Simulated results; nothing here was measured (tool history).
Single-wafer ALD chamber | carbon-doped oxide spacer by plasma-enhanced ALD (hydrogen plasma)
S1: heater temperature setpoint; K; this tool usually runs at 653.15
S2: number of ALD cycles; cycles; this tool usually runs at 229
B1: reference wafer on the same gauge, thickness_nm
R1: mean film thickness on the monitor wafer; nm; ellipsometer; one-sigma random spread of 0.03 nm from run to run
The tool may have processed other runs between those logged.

run,day,S1,S2,B1,R1
1,0,653.15,229,10.805,11.968
2,1.05,660.15,229,10.792,11.927
3,3.933,642.15,201,10.794,10.511
4,5.646,658.15,229,10.791,11.999
5,7.042,658.15,229,10.799,11.954
6,9.329,658.15,229,10.804,12.022
7,11.733,653.15,229,10.811,11.996
# day 12.329: gauge calibrated
8,14.338,653.15,229,10.797,11.973
9,15.383,647.15,259,10.8,13.611
10,17.054,645.15,249,10.788,13.033
# day 18.608: thermocouple changed; heater temperature recalibrated
11,19.075,653.15,229,10.801,11.98
12,26.008,665.15,229,10.785,11.976
13,27.462,653.15,212,10.81,11.099
14,30.029,663.15,213,10.788,11.144
# day 30.825: gauge calibrated
15,32.838,645.15,207,10.811,10.815

Branching from run 15: 4 alternative next runs. What would each branch give?
A,32.867,653.15,195,?,?
B,32.867,664.15,184,?,?
C,32.867,642.15,203,?,?
D,32.867,642.15,184,?,?

run,B1,R1
A,10.798,10.184
B,10.798,9.61
C,10.798,10.602
D,10.798,9.61
Without the tool's hidden state the same runs would have given:
run,R1
A,10.184
B,9.61
C,10.602
D,9.61
